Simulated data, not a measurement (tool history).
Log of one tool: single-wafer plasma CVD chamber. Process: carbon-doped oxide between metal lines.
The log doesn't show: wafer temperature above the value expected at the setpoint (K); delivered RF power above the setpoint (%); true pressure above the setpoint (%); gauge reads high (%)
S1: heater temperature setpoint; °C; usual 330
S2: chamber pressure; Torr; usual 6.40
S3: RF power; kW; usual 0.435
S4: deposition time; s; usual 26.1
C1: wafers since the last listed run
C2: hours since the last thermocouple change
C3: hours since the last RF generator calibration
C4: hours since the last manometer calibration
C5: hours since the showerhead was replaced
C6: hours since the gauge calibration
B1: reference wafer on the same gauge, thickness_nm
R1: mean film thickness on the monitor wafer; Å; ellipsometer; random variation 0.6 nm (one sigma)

| run | day | S1 | S2 | S3 | S4 | C1 | C2 | C3 | C4 | C5 | C6 | B1 | R1 |
|---|---|---|---|---|---|---|---|---|---|---|---|---|---|
| 1 | 0.000 | 330 | 6.40 | 0.435 | 26.1 | 0 | 466.1 | 1124.3 | 1396.2 | 5621.4 | 2738.7 | 94.923 | 1179.28 |
| 2 | 1.946 | 330 | 6.40 | 0.435 | 26.1 | 773 | 512.8 | 1171.0 | 1442.9 | 5668.1 | 2785.4 | 94.885 | 1177.63 |
|  | 4.104 | showerhead replaced |
| 3 | 4.817 | 330 | 6.40 | 0.465 | 26.1 | 1008 | 581.7 | 1239.9 | 1511.8 | 17.1 | 2854.3 | 95.070 | 1247.15 |
|  | 6.433 | gauge calibrated |
| 4 | 6.800 | 334 | 6.40 | 0.435 | 26.1 | 788 | 629.3 | 1287.5 | 1559.4 | 64.7 | 8.8 | 94.823 | 1160.82 |
|  | 7.404 | capacitance manometer re-zeroed and calibrated |
| 5 | 8.300 | 330 | 6.40 | 0.400 | 22.6 | 463 | 665.3 | 1323.5 | 21.5 | 100.7 | 44.8 | 95.107 | 941.49 |
| 6 | 15.942 | 330 | 6.40 | 0.435 | 26.1 | 3036 | 848.7 | 1506.9 | 204.9 | 284.1 | 228.2 | 95.064 | 1173.09 |
| 7 | 18.462 | 330 | 7.50 | 0.510 | 27.4 | 1001 | 909.2 | 1567.4 | 265.4 | 344.6 | 288.7 | 95.156 | 1399.74 |
|  | 19.262 | RF generator calibrated |
| 8 | 20.967 | 330 | 5.94 | 0.435 | 26.1 | 862 | 969.3 | 40.9 | 325.5 | 404.7 | 348.8 | 95.091 | 1166.32 |
| 9 | 23.258 | 330 | 6.40 | 0.435 | 26.1 | 910 | 1024.3 | 95.9 | 380.5 | 459.7 | 403.8 | 94.817 | 1179.23 |
| 10 | 24.862 | 322 | 4.87 | 0.495 | 26.1 | 637 | 1062.8 | 134.4 | 419.0 | 498.2 | 442.3 | 94.941 | 1326.20 |
| 11 | 27.038 | 341 | 6.40 | 0.435 | 26.1 | 864 | 1115.0 | 186.6 | 471.2 | 550.4 | 494.5 | 94.946 | 1129.15 |
| 12 | 28.767 | 330 | 7.69 | 0.355 | 26.1 | 687 | 1156.5 | 228.1 | 512.7 | 591.9 | 536.0 | 94.976 | 976.72 |
| 13 | 31.754 | 335 | 7.93 | 0.355 | 30.6 | 1187 | 1228.2 | 299.8 | 584.4 | 663.6 | 607.7 | 95.179 | 1113.17 |
| 14 | 34.704 | 330 | 7.83 | 0.495 | 24.3 | 1172 | 1299.0 | 370.6 | 655.2 | 734.4 | 678.5 | 94.751 | 1238.87 |
| 15 | 36.262 | 342 | 7.12 | 0.400 | 26.1 | 619 | 1336.4 | 408.0 | 692.6 | 771.8 | 715.9 | 95.161 | 1048.65 |
| 16 | 38.875 | 330 | 6.40 | 0.435 | 26.1 | 1038 | 1399.1 | 470.7 | 755.3 | 834.5 | 778.6 | 94.966 | 1179.78 |
| 17 | 40.908 | 330 | 6.40 | 0.435 | 29.0 | 808 | 1447.9 | 519.5 | 804.1 | 883.3 | 827.4 | 95.154 | 1317.24 |
| 18 | 42.642 | 320 | 5.05 | 0.435 | 22.4 | 688 | 1489.5 | 561.1 | 845.7 | 924.9 | 869.0 | 94.895 | 1024.70 |
| 19 | 45.354 | 330 | 6.40 | 0.435 | 26.1 | 1077 | 1554.6 | 626.2 | 910.8 | 990.0 | 934.1 | 95.050 | 1177.21 |
|  | 46.254 | thermocouple changed; heater temperature recalibrated |
| 20 | 48.117 | 322 | 5.07 | 0.390 | 26.1 | 965 | 44.7 | 692.5 | 977.1 | 1056.3 | 1000.4 | 94.941 | 1068.80 |
| 21 | 50.083 | 325 | 7.74 | 0.435 | 26.1 | 781 | 91.9 | 739.7 | 1024.3 | 1103.5 | 1047.6 | 94.807 | 1203.66 |
| 22 | 52.550 | 330 | 6.40 | 0.435 | 26.1 | 980 | 151.1 | 798.9 | 1083.5 | 1162.7 | 1106.8 | 95.088 | 1172.22 |
| 23 | 54.846 | 330 | 6.40 | 0.480 | 29.4 | 912 | 206.2 | 854.0 | 1138.6 | 1217.8 | 1161.9 | 95.075 | 1431.76 |
| 24 | 57.417 | 325 | 5.84 | 0.465 | 22.0 | 1021 | 267.9 | 915.7 | 1200.3 | 1279.5 | 1223.6 | 95.007 | 1062.99 |
| 25 | 60.183 | 330 | 6.40 | 0.435 | 23.8 | 1099 | 334.3 | 982.1 | 1266.7 | 1345.9 | 1290.0 | 95.075 | 1072.94 |
| 26 | 62.762 | 330 | 6.40 | 0.435 | 28.8 | 1024 | 396.2 | 1044.0 | 1328.6 | 1407.8 | 1351.9 | 95.251 | 1289.92 |
| 27 | 64.850 | 330 | 7.83 | 0.495 | 24.3 | 829 | 446.3 | 1094.1 | 1378.7 | 1457.9 | 1402.0 | 95.024 | 1227.56 |
| 28 | 67.492 | 330 | 6.40 | 0.435 | 28.3 | 1049 | 509.7 | 1157.5 | 1442.1 | 1521.3 | 1465.4 | 95.020 | 1269.53 |
| 29 | 70.054 | 330 | 7.67 | 0.435 | 26.1 | 1018 | 571.2 | 1219.0 | 1503.6 | 1582.8 | 1526.9 | 95.062 | 1188.73 |

Forecast each of these 3 alternatives for the next run:
| A | 70.071 | 330 | 6.40 | 0.435 | 22.2 | 6 | 571.6 | 1219.4 | 1504.0 | 1583.2 | 1527.3 | ? | ? |
| B | 70.071 | 336 | 6.40 | 0.405 | 21.0 | 6 | 571.6 | 1219.4 | 1504.0 | 1583.2 | 1527.3 | ? | ? |
| C | 70.071 | 319 | 6.98 | 0.435 | 26.1 | 6 | 571.6 | 1219.4 | 1504.0 | 1583.2 | 1527.3 | ? | ? |

| run | B1 | R1 |
|---|---|---|
| A | 95.060 | 1001.33 |
| B | 95.060 | 866.19 |
| C | 95.060 | 1236.84 |
Without the tool's hidden state the same runs would have given:
| run | R1 |
|---|---|
| A | 1001.33 |
| B | 866.19 |
| C | 1236.84 |

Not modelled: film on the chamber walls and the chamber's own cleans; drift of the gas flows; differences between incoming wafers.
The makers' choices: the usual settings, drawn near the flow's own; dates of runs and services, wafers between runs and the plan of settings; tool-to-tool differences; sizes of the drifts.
